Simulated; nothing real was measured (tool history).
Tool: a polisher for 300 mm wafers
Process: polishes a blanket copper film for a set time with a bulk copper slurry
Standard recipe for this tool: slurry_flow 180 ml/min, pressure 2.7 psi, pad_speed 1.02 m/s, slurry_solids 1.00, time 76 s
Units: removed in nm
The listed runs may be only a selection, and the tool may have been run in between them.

| run | hour | slurry_flow | pressure | pad_speed | slurry_solids | time | incoming thickness of the incoming film, nm | removed |
|---|---|---|---|---|---|---|---|---|
| 1 | 0.0 | 180 | 2.7 | 1.02 | 1.05 | 76 | 4280.6 | 687.4 |
|  | 25.3 | worn pad replaced by a new one |
|  | 36.6 | slurry blender recalibrated |
| 2 | 49.7 | 180 | 2.7 | 1.02 | 1.05 | 76 | 4305.5 | 668.8 |
| 3 | 100.8 | 180 | 2.7 | 1.02 | 1.00 | 76 | 4355.9 | 654.9 |
|  | 172.3 | head pressure recalibrated |
| 4 | 183.6 | 180 | 2.7 | 1.02 | 1.00 | 76 | 4207.9 | 669.3 |
|  | 204.7 | slurry blender recalibrated |
|  | 217.4 | worn pad replaced by a new one |
| 5 | 232.1 | 180 | 2.7 | 1.02 | 1.00 | 76 | 4245.2 | 663.2 |
| 6 | 278.9 | 180 | 2.7 | 1.02 | 1.00 | 76 | 4280.5 | 668.3 |
|  | 292.5 | slurry nozzle cleaned |
| 7 | 348.3 | 180 | 2.7 | 1.02 | 1.00 | 76 | 4255.8 | 660.3 |
|  | 389.0 | worn pad replaced by a new one |
|  | 402.8 | slurry blender recalibrated |
| 8 | 413.4 | 180 | 3.2 | 0.68 | 1.30 | 65 | 4239.1 | 475.5 |
| 9 | 505.6 | 180 | 1.8 | 1.02 | 1.00 | 76 | 4305.4 | 480.7 |
|  | 550.0 | worn pad replaced by a new one |
|  | 558.7 | head pressure recalibrated |
|  | 583.1 | slurry blender recalibrated |
| 10 | 603.8 | 180 | 2.7 | 1.02 | 1.00 | 76 | 4291.7 | 668.2 |
| 11 | 639.9 | 165 | 2.2 | 1.02 | 1.10 | 56 | 4321.9 | 433.3 |
|  | 660.9 | slurry nozzle cleaned |
| 12 | 676.1 | 180 | 2.7 | 1.02 | 1.00 | 76 | 4217.4 | 655.7 |
|  | 719.1 | worn pad replaced by a new one |
| 13 | 744.3 | 180 | 3.3 | 1.02 | 1.25 | 76 | 4362.7 | 823.7 |
|  | 749.1 | slurry blender recalibrated |
| 14 | 807.8 | 245 | 2.7 | 1.34 | 0.70 | 76 | 4290.4 | 792.0 |
|  | 880.4 | worn pad replaced by a new one |
| 15 | 893.4 | 180 | 2.7 | 1.02 | 1.00 | 76 | 4234.1 | 671.3 |

What was the tool's hidden state at every run in the log?
removal rate lost through wear of the pad, %: 0, the same for each run
slurry flow missing at the pad, %: 0, the same for each run
deviation of the head's pressure from its setpoint, %: 0, the same for each run
abrasive missing from the slurry, %: 0, the same for each run

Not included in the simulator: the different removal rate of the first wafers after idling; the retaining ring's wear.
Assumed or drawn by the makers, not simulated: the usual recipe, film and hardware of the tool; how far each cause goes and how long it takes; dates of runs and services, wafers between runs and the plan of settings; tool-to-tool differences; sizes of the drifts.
